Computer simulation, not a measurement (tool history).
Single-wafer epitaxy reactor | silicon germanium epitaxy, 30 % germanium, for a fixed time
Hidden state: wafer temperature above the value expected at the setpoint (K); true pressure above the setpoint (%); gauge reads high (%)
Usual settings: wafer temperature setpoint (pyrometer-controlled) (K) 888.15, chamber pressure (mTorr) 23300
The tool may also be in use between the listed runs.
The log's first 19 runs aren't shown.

| run | hour | wafer temperature setpoint (pyrometer-controlled) (K) | chamber pressure (mTorr) | wafers since the last listed run | hours since the last pyrometer calibration | hours since the last manometer calibration | hours since the showerhead was replaced | hours since the gauge calibration | read-back reference wafer on the same gauge, thickness_nm | mean film thickness on the monitor wafer (Å) |
|---|---|---|---|---|---|---|---|---|---|---|
|  | 259.9 | capacitance manometer re-zeroed and calibrated |
| 20 | 260.4 | 888.15 | 23300 | 123 | 2952.3 | 0.5 | 113 | 104.9 | 75.111 | 789.61 |
| 21 | 270.1 | 888.15 | 23300 | 109 | 2962 | 10.2 | 122.7 | 114.6 | 75.135 | 788.48 |
| 22 | 279.9 | 899.15 | 21500 | 110 | 2971.8 | 20 | 132.5 | 124.4 | 75.35 | 924.5 |
| 23 | 287.9 | 888.15 | 23300 | 90 | 2979.8 | 28 | 140.5 | 132.4 | 75.103 | 790.64 |
| 24 | 301.1 | 888.15 | 27800 | 149 | 2993 | 41.2 | 153.7 | 145.6 | 75.198 | 845.41 |
|  | 320.7 | pyrometer calibrated |
| 25 | 321.2 | 875.15 | 20400 | 136 | 0.5 | 61.3 | 173.8 | 165.7 | 75.276 | 656.83 |
| 26 | 362.9 | 888.15 | 23300 | 471 | 42.2 | 103 | 215.5 | 207.4 | 75.21 | 868.64 |
| 27 | 373.7 | 880.15 | 28000 | 122 | 53 | 113.8 | 226.3 | 218.2 | 75.25 | 814.73 |
| 28 | 412.8 | 896.15 | 19900 | 441 | 92.1 | 152.9 | 265.4 | 257.3 | 75.259 | 935.84 |
| 29 | 440.5 | 894.15 | 28600 | 313 | 119.8 | 180.6 | 293.1 | 285 | 75.28 | 1040.16 |
| 30 | 448.3 | 882.15 | 27800 | 88 | 127.6 | 188.4 | 300.9 | 292.8 | 75.35 | 842.96 |

Forecast each of these 5 alternatives for the next run:
| A | 448.7 | 888.15 | 23300 | 4 | 128 | 188.8 | 301.3 | 293.2 | ? | ? |
| B | 448.7 | 875.15 | 21700 | 4 | 128 | 188.8 | 301.3 | 293.2 | ? | ? |
| C | 448.7 | 881.15 | 17800 | 4 | 128 | 188.8 | 301.3 | 293.2 | ? | ? |
| D | 448.7 | 888.15 | 17700 | 4 | 128 | 188.8 | 301.3 | 293.2 | ? | ? |
| E | 448.7 | 896.15 | 17800 | 4 | 128 | 188.8 | 301.3 | 293.2 | ? | ? |

| run | read-back reference wafer on the same gauge, thickness_nm | mean film thickness on the monitor wafer (Å) |
|---|---|---|
| A | 75.205 | 865.7 |
| B | 75.205 | 670.68 |
| C | 75.205 | 689.35 |
| D | 75.205 | 776.67 |
| E | 75.205 | 892.31 |
Without the tool's hidden state the same runs would have given:
| run | mean film thickness on the monitor wafer (Å) |
|---|---|
| A | 870.51 |
| B | 674.51 |
| C | 693.24 |
| D | 780.99 |
| E | 897.18 |
